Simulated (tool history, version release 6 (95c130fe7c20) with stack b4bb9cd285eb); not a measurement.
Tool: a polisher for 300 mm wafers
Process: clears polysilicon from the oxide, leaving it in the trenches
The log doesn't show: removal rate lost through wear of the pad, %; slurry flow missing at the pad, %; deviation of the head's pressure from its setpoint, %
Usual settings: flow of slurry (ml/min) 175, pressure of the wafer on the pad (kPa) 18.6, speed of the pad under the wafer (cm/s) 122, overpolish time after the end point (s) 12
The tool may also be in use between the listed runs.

run	hour	flow of slurry (ml/min)	pressure of the wafer on the pad (kPa)	speed of the pad under the wafer (cm/s)	overpolish time after the end point (s)	wafers since the last listed run	wafers polished on this pad	hours since the slurry nozzle was cleaned	hours since the head pressure was calibrated	incoming thickness of the incoming film, nm	time until the end point was called (s)
1	0	220	18.6	122	12	0	1120	279.7	461	475.2	25.9
# hour 62.6: head pressure recalibrated
2	66.6	220	18.6	122	12	748	1868	346.3	4	477.5	23.4
3	143.4	175	18.6	122	12	889	2757	423.1	80.8	478.8	24.9
# hour 189.2: worn pad replaced by a new one
4	203.6	175	18.6	122	12	650	166	483.3	141	483.5	24.7
5	297	175	18.6	122	12	1081	1248	576.7	234.4	475.1	25.5
6	348	175	18.6	122	12	590	1838	627.7	285.4	479.6	25.7
# hour 532.3: worn pad replaced by a new one
# hour 580.2: slurry nozzle cleaned
7	645.5	175	18.6	122	12	3387	1299	65.3	582.9	470.7	26.1
# hour 650.8: head pressure recalibrated
8	716.4	135	18.6	122	12	798	2097	136.2	65.6	483.5	24.2
9	794.2	175	18.6	122	12	901	2998	214	143.4	475.1	24.6
10	835	175	18.6	122	12	472	3470	254.8	184.2	488.2	25.9
# hour 858.3: worn pad replaced by a new one
11	941.2	175	18.6	122	12	1183	960	361	290.4	477.7	24.9
12	1046.8	175	18.6	86	12	1223	2183	466.6	396	476.9	37.3
13	1111.7	205	22.1	104	7	751	2935	531.5	460.9	476.7	25.8
14	1157.9	195	18.6	122	15	535	3470	577.7	507.1	478.8	26.5
# hour 1210: head pressure recalibrated
# hour 1229.9: worn pad replaced by a new one
15	1230.4	210	18.6	96	12	770	5	650.2	20.4	477.2	28.8
16	1299.6	200	18.6	122	12	801	807	719.4	89.6	472.7	23.4
# hour 1342.3: slurry nozzle cleaned
17	1384.6	220	18.6	136	12	972	1779	42.3	174.6	478	22.2
18	1423	140	24.1	162	12	444	2224	80.7	213	475.4	14.8
19	1472.2	210	20.7	122	15	569	2794	129.9	262.2	481.7	22.5
# hour 1523.4: worn pad replaced by a new one
20	1572.6	175	18.6	122	12	1116	569	230.3	362.6	471.2	25.4
21	1650.2	125	18.6	122	12	898	1468	307.9	440.2	476.6	27.5

Hidden state at the last listed run before each entry between runs and at the first one after, where it differs:
Between runs 1 and 2: head pressure recalibrated (hour 62.6)
  deviation of the head's pressure from its setpoint, %: -12.1 -> -0.00709
  measured less the result without the state, time until the end point was called (s): +3.1 -> +0
Between runs 3 and 4: worn pad replaced by a new one (hour 189.2)
  deviation of the head's pressure from its setpoint, %: -4.45 -> -6.79
  measured less the result without the state, time until the end point was called (s): +1.1 -> +1.7
Between runs 6 and 7: worn pad replaced by a new one (hour 532.3); slurry nozzle cleaned (hour 580.2)
  deviation of the head's pressure from its setpoint, %: -9.95 -> -11.9
  measured less the result without the state, time until the end point was called (s): +2.5 -> +3.1
Between runs 7 and 8: head pressure recalibrated (hour 650.8)
  deviation of the head's pressure from its setpoint, %: -11.9 -> -3.23
  measured less the result without the state, time until the end point was called (s): +3.1 -> +0.8
Between runs 10 and 11: worn pad replaced by a new one (hour 858.3)
  deviation of the head's pressure from its setpoint, %: -7.53 -> -9.52
  measured less the result without the state, time until the end point was called (s): +2 -> +2.4
Between runs 14 and 15: head pressure recalibrated (hour 1210); worn pad replaced by a new one (hour 1229.9)
  deviation of the head's pressure from its setpoint, %: -11.2 -> -0.046
  measured less the result without the state, time until the end point was called (s): +3 -> +0
Between runs 16 and 17: slurry nozzle cleaned (hour 1342.3)
  deviation of the head's pressure from its setpoint, %: -3.76 -> -6.69
  measured less the result without the state, time until the end point was called (s): +0.9 -> +1.4
Between runs 19 and 20: worn pad replaced by a new one (hour 1523.4)
  deviation of the head's pressure from its setpoint, %: -8.52 -> -9.73
  measured less the result without the state, time until the end point was called (s): +1.9 -> +2.5
